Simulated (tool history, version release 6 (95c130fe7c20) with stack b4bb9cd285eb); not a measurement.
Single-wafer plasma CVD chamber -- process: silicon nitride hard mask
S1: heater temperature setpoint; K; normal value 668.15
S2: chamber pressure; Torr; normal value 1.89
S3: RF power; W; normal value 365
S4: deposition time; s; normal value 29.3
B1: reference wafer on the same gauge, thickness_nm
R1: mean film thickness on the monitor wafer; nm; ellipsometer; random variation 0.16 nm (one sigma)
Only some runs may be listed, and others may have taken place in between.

run 1 day=0.000 | S1=668.15 S2=1.89 S3=365 S4=29.3 | B1=48.590 | R1=45.028
-- day=3.667 RF generator calibrated
run 2 day=3.838 | S1=668.15 S2=1.89 S3=365 S4=29.3 | B1=48.641 | R1=45.620
run 3 day=6.667 | S1=668.15 S2=1.89 S3=365 S4=29.3 | B1=48.556 | R1=44.951
run 4 day=13.367 | S1=660.15 S2=1.89 S3=365 S4=29.3 | B1=48.557 | R1=45.593
run 5 day=16.896 | S1=668.15 S2=1.89 S3=365 S4=29.3 | B1=48.636 | R1=45.450
run 6 day=19.962 | S1=668.15 S2=1.89 S3=365 S4=29.3 | B1=48.575 | R1=45.281
-- day=25.742 capacitance manometer re-zeroed and calibrated
run 7 day=33.175 | S1=668.15 S2=1.89 S3=365 S4=29.3 | B1=48.640 | R1=44.949
run 8 day=36.383 | S1=668.15 S2=1.89 S3=365 S4=29.3 | B1=48.566 | R1=45.199
run 9 day=38.638 | S1=668.15 S2=1.89 S3=365 S4=29.3 | B1=48.592 | R1=45.500
run 10 day=40.871 | S1=668.15 S2=1.89 S3=365 S4=29.3 | B1=48.533 | R1=45.130
-- day=41.712 thermocouple changed; heater temperature recalibrated
run 11 day=43.321 | S1=668.15 S2=1.89 S3=365 S4=29.3 | B1=48.609 | R1=45.080
-- day=44.262 RF generator calibrated
run 12 day=44.821 | S1=668.15 S2=1.89 S3=365 S4=29.3 | B1=48.618 | R1=45.293
-- day=45.321 showerhead replaced
run 13 day=46.921 | S1=678.15 S2=1.89 S3=365 S4=29.3 | B1=48.569 | R1=45.282
run 14 day=50.571 | S1=675.15 S2=1.89 S3=365 S4=29.3 | B1=48.604 | R1=45.223
run 15 day=55.004 | S1=668.15 S2=1.89 S3=365 S4=29.3 | B1=48.559 | R1=45.283
run 16 day=57.667 | S1=668.15 S2=1.89 S3=385 S4=29.3 | B1=48.560 | R1=47.313
run 17 day=59.933 | S1=668.15 S2=1.89 S3=365 S4=25.9 | B1=48.641 | R1=40.032
run 18 day=62.308 | S1=668.15 S2=2.28 S3=395 S4=29.3 | B1=48.649 | R1=50.553
-- day=64.638 gauge calibrated
run 19 day=65.354 | S1=668.15 S2=1.89 S3=365 S4=29.3 | B1=48.547 | R1=45.136
run 20 day=67.825 | S1=668.15 S2=1.89 S3=365 S4=29.3 | B1=48.593 | R1=45.184
run 21 day=71.400 | S1=668.15 S2=1.89 S3=325 S4=29.3 | B1=48.557 | R1=40.772
run 22 day=73.429 | S1=668.15 S2=1.89 S3=365 S4=29.3 | B1=48.557 | R1=45.216
run 23 day=76.088 | S1=668.15 S2=1.89 S3=365 S4=32.4 | B1=48.615 | R1=49.880
run 24 day=77.762 | S1=668.15 S2=1.89 S3=365 S4=32.3 | B1=48.654 | R1=49.835
-- day=78.792 RF generator calibrated
run 25 day=81.558 | S1=668.15 S2=1.89 S3=365 S4=29.3 | B1=48.636 | R1=45.271
run 26 day=84.683 | S1=675.15 S2=1.89 S3=340 S4=32.2 | B1=48.504 | R1=46.461
run 27 day=88.217 | S1=664.15 S2=1.89 S3=365 S4=31.9 | B1=48.608 | R1=49.284
run 28 day=92.279 | S1=659.15 S2=1.56 S3=365 S4=29.3 | B1=48.548 | R1=43.541

Alternative continuations, all from the tool just after run 28; predict every row:
run A day=92.296 | S1=668.15 S2=1.89 S3=365 S4=29.3 | B1=? | R1=?
run B day=92.296 | S1=668.15 S2=1.89 S3=415 S4=23.7 | B1=? | R1=?
run C day=92.296 | S1=654.15 S2=1.47 S3=345 S4=32.1 | B1=? | R1=?
run D day=92.296 | S1=668.15 S2=1.89 S3=385 S4=31.5 | B1=? | R1=?

run=A B1=48.654 R1=45.136
run=B B1=48.654 R1=40.610
run=C B1=48.654 R1=44.861
run=D B1=48.654 R1=50.821
Had the tool no hidden state, the same runs would have come out as:
run=A R1=45.136
run=B R1=40.610
run=C R1=44.861
run=D R1=50.821

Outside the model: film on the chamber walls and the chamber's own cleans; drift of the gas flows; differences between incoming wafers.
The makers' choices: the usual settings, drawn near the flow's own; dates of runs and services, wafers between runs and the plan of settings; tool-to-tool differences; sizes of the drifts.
